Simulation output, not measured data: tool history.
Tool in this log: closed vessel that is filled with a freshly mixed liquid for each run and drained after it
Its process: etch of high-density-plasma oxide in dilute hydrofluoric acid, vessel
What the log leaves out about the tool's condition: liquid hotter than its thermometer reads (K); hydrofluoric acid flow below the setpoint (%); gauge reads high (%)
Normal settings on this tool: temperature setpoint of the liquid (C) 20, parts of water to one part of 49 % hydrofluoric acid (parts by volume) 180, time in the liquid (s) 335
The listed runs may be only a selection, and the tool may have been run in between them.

run,hour,temperature setpoint of the liquid (C),parts of water to one part of 49 % hydrofluoric acid (parts by volume),time in the liquid (s),wafers since the last listed run,hours since the thermometer was replaced,hours since the hydrofluoric acid flow meter was replaced,hours since the gauge calibration,"read-back film thickness of the high-density-plasma oxide reference wafer, read on the same gauge (nm)",thickness taken off the high-density-plasma oxide on a monitor wafer (nm)
1,0,20,180,335,0,51.4,228.1,375.2,40.05,11.87
2,87.8,23,140,335,7149,139.2,315.9,463,40.02,18.05
3,131.6,23,140,335,3566,183,359.7,506.8,39.98,17.96
4,168,20,180,335,2963,219.4,396.1,543.2,39.98,11.98
5,203.7,20,180,335,2906,255.1,431.8,578.9,40.03,11.96
6,363.2,22,180,335,12987,414.6,591.3,738.4,40.02,12.87
7,432.7,22,180,335,5659,484.1,660.8,807.9,39.93,12.75
8,490.6,17,180,335,4714,542,718.7,865.8,40.02,10.55
9,538.6,17,180,335,3908,590,766.7,913.8,40.01,10.6
10,609.5,17,180,335,5773,660.9,837.6,984.7,40.01,10.54
11,668.5,20,180,335,4804,719.9,896.6,1043.7,40.01,11.89
# hour 673.6: gauge calibrated
12,702.9,20,180,335,2801,754.3,931,29.3,39.95,12.04
13,749.9,20,180,335,3826,801.3,978,76.3,39.99,11.96
14,792.5,20,110,335,3468,843.9,1020.6,118.9,39.93,21.05
# hour 810.6: thermometer replaced
15,832.1,23.5,180,335,3143,21.5,1060.2,158.5,39.98,13.61
16,872.6,18.5,105,170,3297,62,1100.7,199,39.98,10.56
17,934.3,23.5,95,335,5023,123.7,1162.4,260.7,40.02,28.6
18,1003.9,20,125,335,5667,193.3,1232,330.3,40.03,18.11
19,1072.7,24,210,455,5602,262.1,1300.8,399.1,39.98,15.59
20,1127.7,18,120,335,4478,317.1,1355.8,454.1,40.01,17.64
21,1175.2,24.5,110,335,3867,364.6,1403.3,501.6,40.01,24.88
22,1210.6,25,180,455,2882,400,1438.7,537,40.01,19.65
23,1244.9,20,180,335,2792,434.3,1473,571.3,39.98,11.95
# hour 1261: hydrofluoric acid flow meter replaced
24,1295.1,20,180,335,4006,484.5,34.1,621.5,40.02,11.98
25,1349.8,20,215,490,4453,539.2,88.8,676.2,39.98,13.91
26,1401.9,23,225,185,4242,591.3,140.9,728.3,40,5.68
27,1459.8,20,180,335,4714,649.2,198.8,786.2,39.98,11.92
28,1508.1,20,260,335,3932,697.5,247.1,834.5,39.98,7.65
29,1551.8,20,180,335,3558,741.2,290.8,878.2,40.01,11.93
# hour 1568.3: thermometer replaced
30,1605.7,23.5,125,170,4307,37.4,344.7,932.1,39.95,10.49
31,1641.4,20,180,335,2906,73.1,380.4,967.8,40.04,11.87
32,1666,24.5,210,160,2003,97.7,405,992.4,40,5.61

Consider 4 possible next runs. They are alternatives, not a sequence: every one starts from the tool as it was left by run 32. What does each give?
A,1666.7,20,120,335,56,98.4,405.7,993.1,?,?
B,1666.7,17.5,180,335,56,98.4,405.7,993.1,?,?
C,1666.7,20,220,220,56,98.4,405.7,993.1,?,?
D,1666.7,18,135,335,56,98.4,405.7,993.1,?,?

run,"read-back film thickness of the high-density-plasma oxide reference wafer, read on the same gauge (nm)",thickness taken off the high-density-plasma oxide on a monitor wafer (nm)
A,40.02,19.12
B,40.02,10.85
C,40.02,6.19
D,40.02,15.42
Without the tool's hidden state the same runs would have given:
run,thickness taken off the high-density-plasma oxide on a monitor wafer (nm)
A,19.12
B,10.85
C,6.19
D,15.42
